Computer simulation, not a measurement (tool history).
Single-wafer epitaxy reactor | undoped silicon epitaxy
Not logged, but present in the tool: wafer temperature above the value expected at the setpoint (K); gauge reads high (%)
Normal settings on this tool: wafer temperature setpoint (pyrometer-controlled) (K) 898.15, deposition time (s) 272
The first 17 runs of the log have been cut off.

| run | hour | wafer temperature setpoint (pyrometer-controlled) (K) | deposition time (s) | wafers since the last listed run | hours since the last pyrometer calibration | hours since the gauge calibration | read-back reference wafer on the same gauge, thickness_nm | mean film thickness on the monitor wafer (Å) |
|---|---|---|---|---|---|---|---|---|
|  | 507.6 | pyrometer calibrated |
| 18 | 508.1 | 898.15 | 272 | 400 | 0.5 | 192.8 | 24.126 | 263.61 |
| 19 | 521.7 | 892.15 | 286 | 54 | 14.1 | 206.4 | 24.091 | 245.31 |
| 20 | 541.9 | 907.15 | 246 | 81 | 34.3 | 226.6 | 24.097 | 285.35 |
| 21 | 564.7 | 898.15 | 272 | 91 | 57.1 | 249.4 | 24.106 | 262.44 |
| 22 | 584 | 902.15 | 302 | 77 | 76.4 | 268.7 | 24.106 | 317.66 |
| 23 | 608.9 | 898.15 | 272 | 100 | 101.3 | 293.6 | 24.11 | 263.36 |
| 24 | 636.3 | 893.15 | 248 | 110 | 128.7 | 321 | 24.088 | 215.5 |
| 25 | 657.2 | 888.15 | 309 | 84 | 149.6 | 341.9 | 24.125 | 243.54 |
| 26 | 682.7 | 905.15 | 220 | 102 | 175.1 | 367.4 | 24.073 | 243.98 |
| 27 | 704.4 | 898.15 | 272 | 87 | 196.8 | 389.1 | 24.107 | 261.76 |
| 28 | 726.3 | 893.15 | 316 | 88 | 218.7 | 411 | 24.126 | 276.56 |
| 29 | 753.3 | 889.15 | 240 | 108 | 245.7 | 438 | 24.088 | 193.73 |
| 30 | 776.5 | 898.15 | 272 | 93 | 268.9 | 461.2 | 24.107 | 263.2 |
| 31 | 807.8 | 888.15 | 253 | 125 | 300.2 | 492.5 | 24.087 | 199.21 |
| 32 | 835.9 | 889.15 | 323 | 112 | 328.3 | 520.6 | 24.131 | 259.88 |
| 33 | 853 | 898.15 | 272 | 68 | 345.4 | 537.7 | 24.108 | 262.47 |
| 34 | 884.9 | 898.15 | 272 | 128 | 377.3 | 569.6 | 24.101 | 263.7 |
| 35 | 909.7 | 894.15 | 241 | 99 | 402.1 | 594.4 | 24.106 | 214.84 |
| 36 | 927.8 | 889.15 | 228 | 72 | 420.2 | 612.5 | 24.113 | 183.42 |
| 37 | 951.6 | 898.15 | 286 | 95 | 444 | 636.3 | 24.111 | 276.84 |

Here are 3 independent what-if runs from the current tool condition. What would each one return?
| A | 952.1 | 898.15 | 246 | 2 | 444.5 | 636.8 | ? | ? |
| B | 952.1 | 884.15 | 244 | 2 | 444.5 | 636.8 | ? | ? |
| C | 952.1 | 907.15 | 304 | 2 | 444.5 | 636.8 | ? | ? |

| run | read-back reference wafer on the same gauge, thickness_nm | mean film thickness on the monitor wafer (Å) |
|---|---|---|
| A | 24.115 | 238.88 |
| B | 24.115 | 177.73 |
| C | 24.115 | 353.67 |
Take away the tool's hidden state, keep each run's random variation, and the runs would have read:
| run | mean film thickness on the monitor wafer (Å) |
|---|---|
| A | 238.88 |
| B | 177.73 |
| C | 353.67 |

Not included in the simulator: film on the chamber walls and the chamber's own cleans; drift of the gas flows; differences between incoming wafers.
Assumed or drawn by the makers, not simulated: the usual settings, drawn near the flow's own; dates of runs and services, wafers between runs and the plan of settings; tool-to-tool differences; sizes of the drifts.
